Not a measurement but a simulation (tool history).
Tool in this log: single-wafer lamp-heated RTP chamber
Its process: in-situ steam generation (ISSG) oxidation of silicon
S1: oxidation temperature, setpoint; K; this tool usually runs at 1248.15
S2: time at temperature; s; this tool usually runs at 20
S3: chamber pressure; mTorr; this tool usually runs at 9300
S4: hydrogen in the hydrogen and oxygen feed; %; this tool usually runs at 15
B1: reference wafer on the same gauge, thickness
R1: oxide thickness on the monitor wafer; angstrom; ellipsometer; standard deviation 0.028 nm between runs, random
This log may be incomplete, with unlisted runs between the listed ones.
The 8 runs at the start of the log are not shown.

run 9 hour=96.1 | S1=1263.15 S2=20 S3=9300 S4=15 | B1=5.26 | R1=50.96
run 10 hour=106.5 | S1=1263.15 S2=20 S3=9300 S4=15 | B1=5.262 | R1=50.67
run 11 hour=112.7 | S1=1263.15 S2=20 S3=9300 S4=15 | B1=5.262 | R1=51.04
run 12 hour=123.6 | S1=1248.15 S2=20 S3=9300 S4=15 | B1=5.247 | R1=48.77
run 13 hour=141.1 | S1=1248.15 S2=20 S3=9300 S4=15 | B1=5.261 | R1=48.13
run 14 hour=154.8 | S1=1248.15 S2=20 S3=9300 S4=15 | B1=5.264 | R1=48.24
run 15 hour=167.8 | S1=1248.15 S2=18 S3=7900 S4=15 | B1=5.263 | R1=46.34
-- hour=175.5 gauge calibrated
-- hour=182.6 pressure gauge zeroed
run 16 hour=183.1 | S1=1248.15 S2=20 S3=9300 S4=15 | B1=5.265 | R1=48.49
run 17 hour=188.1 | S1=1235.15 S2=12 S3=10200 S4=23 | B1=5.257 | R1=40.92
run 18 hour=197.3 | S1=1248.15 S2=18 S3=9300 S4=11 | B1=5.254 | R1=43.76
run 19 hour=213.1 | S1=1248.15 S2=20 S3=9600 S4=17 | B1=5.26 | R1=49.35
run 20 hour=219.4 | S1=1248.15 S2=20 S3=9300 S4=15 | B1=5.259 | R1=48.8
run 21 hour=234.5 | S1=1256.15 S2=25 S3=10200 S4=11 | B1=5.255 | R1=51.18
run 22 hour=242.6 | S1=1235.15 S2=13 S3=8500 S4=11 | B1=5.251 | R1=36.52
run 23 hour=260.1 | S1=1248.15 S2=14 S3=9300 S4=18 | B1=5.259 | R1=43.14
-- hour=280.5 hydrogen flow controller replaced
-- hour=298.2 pyrometer window cleaned and pyrometer calibrated
run 24 hour=302.2 | S1=1254.15 S2=25 S3=8700 S4=23 | B1=5.257 | R1=59.39
run 25 hour=318.3 | S1=1263.15 S2=24 S3=9800 S4=12 | B1=5.268 | R1=52.71
run 26 hour=332 | S1=1248.15 S2=20 S3=9300 S4=15 | B1=5.257 | R1=47.84

For run 27, what comes out?
run 27 hour=341.5 | S1=1248.15 S2=20 S3=9300 S4=15 | B1=? | R1=?

B1: 5.254
R1: 48.83 angstrom
Had the tool carried no hidden state, the very same run would have given R1 48.83 angstrom.
